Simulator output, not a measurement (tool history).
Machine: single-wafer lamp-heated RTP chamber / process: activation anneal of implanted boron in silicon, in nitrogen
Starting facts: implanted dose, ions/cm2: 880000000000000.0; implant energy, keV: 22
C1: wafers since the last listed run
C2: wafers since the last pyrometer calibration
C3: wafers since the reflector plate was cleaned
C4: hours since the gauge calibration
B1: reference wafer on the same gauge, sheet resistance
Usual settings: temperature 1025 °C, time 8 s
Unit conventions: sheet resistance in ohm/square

run 1 hour=0.0 | temperature=1025 time=8 | C1=0 C2=8336 C3=8882 C4=3361.7 | B1=142.98 | sheet_resistance=135.80
run 2 hour=92.6 | temperature=1025 time=8 | C1=1534 C2=9871 C3=10417 C4=3454.3 | B1=143.00 | sheet_resistance=136.51
run 3 hour=155.1 | temperature=1025 time=8 | C1=1036 C2=10907 C3=11453 C4=3516.8 | B1=143.00 | sheet_resistance=135.74
-- hour=211.2 pyrometer window cleaned and pyrometer calibrated
-- hour=223.3 reflector plate cleaned
run 4 hour=224.6 | temperature=1025 time=8 | C1=886 C2=89 C3=22 C4=3586.3 | B1=142.99 | sheet_resistance=137.13
run 5 hour=269.2 | temperature=1025 time=8 | C1=739 C2=828 C3=761 C4=3630.9 | B1=142.95 | sheet_resistance=136.42
-- hour=295.6 gauge calibrated
run 6 hour=325.8 | temperature=1025 time=8 | C1=938 C2=1767 C3=1699 C4=30.2 | B1=143.02 | sheet_resistance=136.95
run 7 hour=365.1 | temperature=1025 time=8 | C1=651 C2=2418 C3=2351 C4=69.5 | B1=143.00 | sheet_resistance=136.50
run 8 hour=410.4 | temperature=1025 time=8 | C1=750 C2=3169 C3=3102 C4=114.8 | B1=143.05 | sheet_resistance=136.15
run 9 hour=474.3 | temperature=1040 time=8 | C1=1059 C2=4228 C3=4161 C4=178.7 | B1=142.99 | sheet_resistance=135.41
run 10 hour=793.1 | temperature=1040 time=8 | C1=5284 C2=9513 C3=9446 C4=497.5 | B1=143.03 | sheet_resistance=135.20
-- hour=870.2 pyrometer window cleaned and pyrometer calibrated
run 11 hour=888.9 | temperature=1040 time=8 | C1=1455 C2=310 C3=10901 C4=593.3 | B1=143.00 | sheet_resistance=135.96
run 12 hour=969.6 | temperature=1025 time=8 | C1=1337 C2=1647 C3=12239 C4=674.0 | B1=142.97 | sheet_resistance=136.68
-- hour=1021.0 reflector plate cleaned
run 13 hour=1068.6 | temperature=1052 time=11 | C1=1508 C2=3156 C3=788 C4=773.0 | B1=142.99 | sheet_resistance=135.00
run 14 hour=1156.8 | temperature=1025 time=8 | C1=1462 C2=4618 C3=2250 C4=861.2 | B1=143.00 | sheet_resistance=136.72
run 15 hour=1251.5 | temperature=1025 time=8 | C1=1569 C2=6188 C3=3820 C4=955.9 | B1=143.06 | sheet_resistance=135.90
run 16 hour=1318.8 | temperature=1050 time=11 | C1=1115 C2=7303 C3=4935 C4=1023.2 | B1=142.94 | sheet_resistance=135.36
run 17 hour=1412.1 | temperature=1000 time=10 | C1=1546 C2=8850 C3=6482 C4=1116.5 | B1=142.97 | sheet_resistance=139.59
run 18 hour=1517.4 | temperature=1055 time=13 | C1=1745 C2=10595 C3=8227 C4=1221.8 | B1=142.96 | sheet_resistance=134.74
run 19 hour=1555.1 | temperature=1025 time=8 | C1=624 C2=11220 C3=8852 C4=1259.5 | B1=143.00 | sheet_resistance=135.80
-- hour=1576.4 pyrometer window cleaned and pyrometer calibrated
run 20 hour=1628.3 | temperature=1025 time=8 | C1=1080 C2=860 C3=9933 C4=1332.7 | B1=142.97 | sheet_resistance=136.88
-- hour=1643.0 reflector plate cleaned
run 21 hour=1701.9 | temperature=1007 time=5 | C1=1087 C2=1947 C3=976 C4=1406.3 | B1=142.93 | sheet_resistance=140.38
run 22 hour=1791.1 | temperature=1011 time=12 | C1=1478 C2=3426 C3=2454 C4=1495.5 | B1=143.11 | sheet_resistance=137.51
run 23 hour=1845.1 | temperature=1025 time=8 | C1=895 C2=4321 C3=3350 C4=1549.5 | B1=142.95 | sheet_resistance=136.44
run 24 hour=1907.1 | temperature=1025 time=8 | C1=1027 C2=5349 C3=4377 C4=1611.5 | B1=142.93 | sheet_resistance=136.31
run 25 hour=1946.5 | temperature=1025 time=6 | C1=653 C2=6002 C3=5030 C4=1650.9 | B1=142.95 | sheet_resistance=136.82
run 26 hour=2031.1 | temperature=1006 time=8 | C1=1402 C2=7404 C3=6433 C4=1735.5 | B1=142.94 | sheet_resistance=138.48
run 27 hour=2101.8 | temperature=1049 time=10 | C1=1171 C2=8576 C3=7605 C4=1806.2 | B1=143.07 | sheet_resistance=135.40
run 28 hour=2151.4 | temperature=1041 time=8 | C1=822 C2=9399 C3=8427 C4=1855.8 | B1=143.03 | sheet_resistance=135.34
-- hour=2197.0 pyrometer window cleaned and pyrometer calibrated
run 29 hour=2233.3 | temperature=1041 time=12 | C1=1225 C2=601 C3=9652 C4=1937.7 | B1=143.02 | sheet_resistance=135.55
run 30 hour=2274.6 | temperature=1033 time=5 | C1=684 C2=1286 C3=10337 C4=1979.0 | B1=142.91 | sheet_resistance=136.45
run 31 hour=2344.5 | temperature=1009 time=8 | C1=1158 C2=2444 C3=11495 C4=2048.9 | B1=143.04 | sheet_resistance=139.22
run 32 hour=2407.5 | temperature=1051 time=12 | C1=1044 C2=3489 C3=12540 C4=2111.9 | B1=142.96 | sheet_resistance=135.07
-- hour=2439.3 reflector plate cleaned
run 33 hour=2512.4 | temperature=1025 time=8 | C1=1606 C2=5095 C3=1211 C4=2216.8 | B1=143.05 | sheet_resistance=136.42
run 34 hour=2612.3 | temperature=1035 time=12 | C1=1656 C2=6751 C3=2867 C4=2316.7 | B1=143.02 | sheet_resistance=135.82
run 35 hour=2651.2 | temperature=1011 time=8 | C1=644 C2=7396 C3=3512 C4=2355.6 | B1=142.95 | sheet_resistance=138.06

Branching from run 35: 5 alternative next runs. What would each branch give?
run A hour=2651.6 | temperature=1025 time=10 | C1=6 C2=7403 C3=3518 C4=2356.0 | B1=? | sheet_resistance=?
run B hour=2651.6 | temperature=999 time=4 | C1=6 C2=7403 C3=3518 C4=2356.0 | B1=? | sheet_resistance=?
run C hour=2651.6 | temperature=1041 time=5 | C1=6 C2=7403 C3=3518 C4=2356.0 | B1=? | sheet_resistance=?
run D hour=2651.6 | temperature=1035 time=10 | C1=6 C2=7403 C3=3518 C4=2356.0 | B1=? | sheet_resistance=?
run E hour=2651.6 | temperature=1042 time=5 | C1=6 C2=7403 C3=3518 C4=2356.0 | B1=? | sheet_resistance=?

run=A B1=142.95 sheet_resistance=135.90
run=B B1=142.95 sheet_resistance=141.96
run=C B1=142.95 sheet_resistance=135.35
run=D B1=142.95 sheet_resistance=135.34
run=E B1=142.95 sheet_resistance=135.32
Had the tool no hidden state, the same runs would have come out as:
run=A sheet_resistance=136.66
run=B sheet_resistance=145.32
run=C sheet_resistance=135.73
run=D sheet_resistance=135.77
run=E sheet_resistance=135.66

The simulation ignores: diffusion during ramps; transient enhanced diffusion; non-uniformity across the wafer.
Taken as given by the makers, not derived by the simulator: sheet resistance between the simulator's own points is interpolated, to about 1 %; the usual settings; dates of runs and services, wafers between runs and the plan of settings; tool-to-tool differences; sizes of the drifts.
